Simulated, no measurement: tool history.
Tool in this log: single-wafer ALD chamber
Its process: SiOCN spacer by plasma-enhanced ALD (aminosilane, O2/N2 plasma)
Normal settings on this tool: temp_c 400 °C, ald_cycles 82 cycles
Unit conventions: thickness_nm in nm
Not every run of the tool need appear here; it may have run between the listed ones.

| run | day | temp_c | ald_cycles | wafers since the last listed run | hours since the last thermocouple change | hours since the gauge calibration | read-back reference wafer on the same gauge, thickness_nm | thickness_nm |
|---|---|---|---|---|---|---|---|---|
| 1 | 0.000 | 400 | 94 | 0 | 971.6 | 220.0 | 5.737 | 5.916 |
| 2 | 0.900 | 400 | 94 | 88 | 993.2 | 241.6 | 5.731 | 5.903 |
| 3 | 1.458 | 400 | 94 | 54 | 1006.6 | 255.0 | 5.740 | 5.893 |
| 4 | 5.304 | 400 | 82 | 376 | 1098.9 | 347.3 | 5.758 | 5.160 |
| 5 | 6.679 | 393 | 88 | 134 | 1131.9 | 380.3 | 5.767 | 5.540 |
| 6 | 8.179 | 393 | 88 | 147 | 1167.9 | 416.3 | 5.774 | 5.548 |
| 7 | 8.721 | 393 | 88 | 53 | 1180.9 | 429.3 | 5.782 | 5.572 |
| 8 | 9.804 | 400 | 82 | 106 | 1206.9 | 455.3 | 5.780 | 5.163 |
| 9 | 10.608 | 400 | 90 | 78 | 1226.2 | 474.6 | 5.791 | 5.711 |
| 10 | 12.083 | 405 | 82 | 144 | 1261.6 | 510.0 | 5.796 | 5.126 |
| 11 | 13.229 | 393 | 88 | 112 | 1289.1 | 537.5 | 5.810 | 5.570 |
| 12 | 13.842 | 389 | 66 | 60 | 1303.8 | 552.2 | 5.817 | 4.185 |
|  | 14.275 | thermocouple changed; heater temperature recalibrated |
| 13 | 14.983 | 388 | 71 | 79 | 17.0 | 579.6 | 5.827 | 4.519 |
|  | 15.871 | gauge calibrated |
| 14 | 16.046 | 390 | 91 | 104 | 42.5 | 4.2 | 5.706 | 5.679 |
| 15 | 17.254 | 400 | 76 | 118 | 71.5 | 33.2 | 5.703 | 4.723 |
| 16 | 18.358 | 408 | 82 | 108 | 98.0 | 59.7 | 5.709 | 5.009 |
| 17 | 19.608 | 400 | 82 | 122 | 128.0 | 89.7 | 5.711 | 5.099 |
| 18 | 20.154 | 400 | 82 | 53 | 141.1 | 102.8 | 5.706 | 5.125 |
| 19 | 20.933 | 400 | 82 | 76 | 159.8 | 121.5 | 5.706 | 5.135 |
| 20 | 21.521 | 408 | 66 | 57 | 173.9 | 135.6 | 5.715 | 4.029 |

State the hidden condition of the tool at each of the runs:
wafer temperature above the value expected at the setpoint (K): 0 on each run
H1: gauge reads high (%)
| run | H1 |
|---|---|
| 1 | 0.609 |
| 2 | 0.664 |
| 3 | 0.701 |
| 4 | 1.01 |
| 5 | 1.14 |
| 6 | 1.3 |
| 7 | 1.36 |
| 8 | 1.48 |
| 9 | 1.58 |
| 10 | 1.77 |
| 11 | 1.93 |
| 12 | 2.02 |
| 13 | 2.19 |
| 14 | 0.0774 |
| 15 | 0.0834 |
| 16 | 0.0969 |
| 17 | 0.122 |
| 18 | 0.135 |
| 19 | 0.158 |
| 20 | 0.178 |
